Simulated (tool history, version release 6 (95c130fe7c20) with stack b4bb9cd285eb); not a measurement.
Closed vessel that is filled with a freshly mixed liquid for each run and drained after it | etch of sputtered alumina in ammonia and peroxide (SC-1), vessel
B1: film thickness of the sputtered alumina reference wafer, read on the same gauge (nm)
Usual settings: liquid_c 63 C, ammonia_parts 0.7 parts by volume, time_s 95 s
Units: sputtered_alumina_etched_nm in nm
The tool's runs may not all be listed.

Run 1, hour 0: usual settings; B1 90.01. Result: sputtered_alumina_etched_nm 9.09 nm.
Run 2, hour 87: usual settings; B1 90.01. Result: sputtered_alumina_etched_nm 9.16 nm.
Run 3, hour 164: usual settings but ammonia_parts 0.55 parts by volume; B1 90. Result: sputtered_alumina_etched_nm 8.97 nm.
Run 4, hour 208.7: usual settings but ammonia_parts 0.55 parts by volume; B1 90.01. Result: sputtered_alumina_etched_nm 9.01 nm.
Run 5, hour 300.8: usual settings; B1 90. Result: sputtered_alumina_etched_nm 9.27 nm.
Run 6, hour 406.2: usual settings; B1 90.01. Result: sputtered_alumina_etched_nm 9.3 nm.
Run 7, hour 451.3: usual settings; B1 89.99. Result: sputtered_alumina_etched_nm 9.29 nm.
Run 8, hour 495.3: usual settings; B1 90. Result: sputtered_alumina_etched_nm 9.43 nm.
At hour 520.8: new drum of ammonia solution connected.
Run 9, hour 539.5: usual settings; B1 89.98. Result: sputtered_alumina_etched_nm 9.33 nm.
At hour 579.5: thermometer replaced.
Run 10, hour 790: usual settings; B1 90.01. Result: sputtered_alumina_etched_nm 9.87 nm.
At hour 808.5: thermometer replaced, repeated, since the last time left the tool worse.
Run 11, hour 843.3: usual settings; B1 89.99. Result: sputtered_alumina_etched_nm 8.48 nm.
At hour 844.7: gauge calibrated.
Run 12, hour 914.4: usual settings; B1 90. Result: sputtered_alumina_etched_nm 8.46 nm.
Run 13, hour 1015.2: usual settings; B1 90. Result: sputtered_alumina_etched_nm 8.62 nm.
Run 14, hour 1064.5: usual settings but liquid_c 56 C, time_s 55 s; B1 89.99. Result: sputtered_alumina_etched_nm 3.48 nm.
Run 15, hour 1148.4: usual settings; B1 90.01. Result: sputtered_alumina_etched_nm 8.67 nm.
At hour 1162.4: ammonia flow meter replaced.
Run 16, hour 1188.6: usual settings but liquid_c 70 C, ammonia_parts 0.8 parts by volume, time_s 45 s; B1 90. Result: sputtered_alumina_etched_nm 5.81 nm.
Run 17, hour 1251.8: usual settings but ammonia_parts 0.85 parts by volume; B1 90.01. Result: sputtered_alumina_etched_nm 8.83 nm.
Run 18, hour 1342.5: usual settings but liquid_c 55 C, ammonia_parts 0.8 parts by volume; B1 89.98. Result: sputtered_alumina_etched_nm 5.83 nm.
Run 19, hour 1398.9: usual settings but ammonia_parts 0.9 parts by volume; B1 90. Result: sputtered_alumina_etched_nm 8.83 nm.
Run 20, hour 1468.1: usual settings but time_s 140 s; B1 90.01. Result: sputtered_alumina_etched_nm 12.85 nm.
Run 21, hour 1510.2: usual settings but ammonia_parts 0.95 parts by volume; B1 90.01. Result: sputtered_alumina_etched_nm 9.01 nm.
Run 22, hour 1551.2: usual settings but liquid_c 69.5 C, ammonia_parts 0.55 parts by volume; B1 89.99. Result: sputtered_alumina_etched_nm 11.71 nm.
Run 23, hour 1601.2: usual settings; B1 89.98. Result: sputtered_alumina_etched_nm 8.67 nm.
Run 24, hour 1663.1: usual settings but liquid_c 67.5 C, ammonia_parts 0.85 parts by volume; B1 90.02. Result: sputtered_alumina_etched_nm 11.17 nm.

Forecast each of these 3 alternatives for the next run:
Run A, hour 1663.8: usual settings but time_s 55 s; B1 ?. Result: sputtered_alumina_etched_nm ?.
Run B, hour 1663.8: usual settings but time_s 65 s; B1 ?. Result: sputtered_alumina_etched_nm ?.
Run C, hour 1663.8: usual settings but liquid_c 69 C, time_s 125 s; B1 ?. Result: sputtered_alumina_etched_nm ?.

run     B1  sputtered_alumina_etched_nm
  A  89.99                         5.05
  B  89.99                         5.97
  C  89.99                        15.41
Without the tool's hidden state the same runs would have given:
run  sputtered_alumina_etched_nm
  A                         4.87
  B                         5.76
  C                        14.89
